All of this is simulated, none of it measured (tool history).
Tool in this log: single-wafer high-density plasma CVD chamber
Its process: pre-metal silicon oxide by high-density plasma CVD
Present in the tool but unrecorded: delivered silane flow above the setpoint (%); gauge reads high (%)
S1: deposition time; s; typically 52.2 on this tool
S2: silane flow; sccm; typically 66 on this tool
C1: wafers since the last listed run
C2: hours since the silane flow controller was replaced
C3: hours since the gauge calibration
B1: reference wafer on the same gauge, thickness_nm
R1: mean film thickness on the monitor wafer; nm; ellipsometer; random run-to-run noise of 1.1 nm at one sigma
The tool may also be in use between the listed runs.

Run 1, hour 0.0: usual settings; C1 0; C2 3103.0; C3 566.5; B1 284.186. Result: R1 346.970 nm.
Run 2, hour 44.3: usual settings but S1 46.4 s, S2 72 sccm; C1 812; C2 3147.3; C3 610.8; B1 284.068. Result: R1 328.416 nm.
Run 3, hour 102.6: usual settings but S1 46.4 s, S2 72 sccm; C1 1068; C2 3205.6; C3 669.1; B1 283.827. Result: R1 326.422 nm.
Run 4, hour 157.5: usual settings but S1 46.0 s, S2 74 sccm; C1 1006; C2 3260.5; C3 724.0; B1 283.717. Result: R1 331.092 nm.
Run 5, hour 204.4: usual settings but S1 46.0 s, S2 74 sccm; C1 859; C2 3307.4; C3 770.9; B1 283.950. Result: R1 331.534 nm.
Run 6, hour 273.1: usual settings but S1 46.0 s, S2 74 sccm; C1 1259; C2 3376.1; C3 839.6; B1 284.218. Result: R1 331.771 nm.
Run 7, hour 353.4: usual settings; C1 1472; C2 3456.4; C3 919.9; B1 284.011. Result: R1 350.281 nm.
Run 8, hour 417.3: usual settings; C1 1171; C2 3520.3; C3 983.8; B1 283.884. Result: R1 347.596 nm.
Run 9, hour 454.3: usual settings; C1 678; C2 3557.3; C3 1020.8; B1 283.735. Result: R1 347.205 nm.
Run 10, hour 499.1: usual settings but S1 45.3 s; C1 821; C2 3602.1; C3 1065.6; B1 284.104. Result: R1 302.340 nm.
Run 11, hour 557.3: usual settings but S1 45.3 s; C1 1067; C2 3660.3; C3 1123.8; B1 284.087. Result: R1 302.090 nm.
Run 12, hour 610.4: usual settings; C1 973; C2 3713.4; C3 1176.9; B1 283.578. Result: R1 348.345 nm.
Run 13, hour 648.6: usual settings; C1 700; C2 3751.6; C3 1215.1; B1 284.118. Result: R1 349.293 nm.
Run 14, hour 674.3: usual settings; C1 471; C2 3777.3; C3 1240.8; B1 283.620. Result: R1 350.686 nm.
Run 15, hour 700.9: usual settings; C1 487; C2 3803.9; C3 1267.4; B1 284.177. Result: R1 347.891 nm.
At hour 761.0: silane flow controller replaced.
Run 16, hour 761.5: usual settings but S1 57.9 s, S2 78 sccm; C1 964; C2 0.5; C3 1328.0; B1 284.073. Result: R1 415.694 nm.
Run 17, hour 822.8: usual settings but S1 57.4 s, S2 70 sccm; C1 1123; C2 61.8; C3 1389.3; B1 283.843. Result: R1 382.511 nm.
Run 18, hour 876.4: usual settings; C1 982; C2 115.4; C3 1442.9; B1 283.981. Result: R1 336.149 nm.
Run 19, hour 921.0: usual settings but S1 49.1 s, S2 55 sccm; C1 817; C2 160.0; C3 1487.5; B1 283.846. Result: R1 280.563 nm.
At hour 985.7: gauge calibrated.
Run 20, hour 1132.9: usual settings but S1 62.3 s; C1 3884; C2 371.9; C3 147.2; B1 284.013. Result: R1 403.142 nm.
Run 21, hour 1184.4: usual settings but S2 58 sccm; C1 944; C2 423.4; C3 198.7; B1 284.334. Result: R1 311.963 nm.
Run 22, hour 1254.6: usual settings but S1 56.1 s, S2 61 sccm; C1 1287; C2 493.6; C3 268.9; B1 284.260. Result: R1 344.015 nm.
Run 23, hour 1447.7: usual settings but S1 55.9 s, S2 53 sccm; C1 3540; C2 686.7; C3 462.0; B1 283.973. Result: R1 317.418 nm.
Run 24, hour 1474.7: usual settings but S1 55.7 s, S2 54 sccm; C1 495; C2 713.7; C3 489.0; B1 283.937. Result: R1 319.768 nm.
Run 25, hour 1502.6: usual settings but S1 45.2 s, S2 73 sccm; C1 511; C2 741.6; C3 516.9; B1 283.960. Result: R1 313.112 nm.
Run 26, hour 1557.7: usual settings but S1 57.2 s, S2 62 sccm; C1 1010; C2 796.7; C3 572.0; B1 283.746. Result: R1 358.356 nm.
Run 27, hour 1609.4: usual settings but S2 70 sccm; C1 947; C2 848.4; C3 623.7; B1 283.912. Result: R1 353.686 nm.
Run 28, hour 1667.3: usual settings; C1 1061; C2 906.3; C3 681.6; B1 284.127. Result: R1 342.226 nm.
Run 29, hour 1723.4: usual settings; C1 1028; C2 962.4; C3 737.7; B1 283.861. Result: R1 344.840 nm.

What if the next run were any one of these 3? Each begins from the tool's condition after run 29:
Run A, hour 1723.8: usual settings but S1 55.3 s; C1 7; C2 962.8; C3 738.1; B1 ?. Result: R1 ?.
Run B, hour 1723.8: usual settings but S1 57.4 s; C1 7; C2 962.8; C3 738.1; B1 ?. Result: R1 ?.
Run C, hour 1723.8: usual settings but S1 45.7 s, S2 74 sccm; C1 7; C2 962.8; C3 738.1; B1 ?. Result: R1 ?.

run       B1       R1
  A  284.220  362.157
  B  284.220  375.910
  C  284.220  323.271
Had the tool no hidden state, the same runs would have come out as:
run       R1
  A  352.936
  B  366.339
  C  315.039
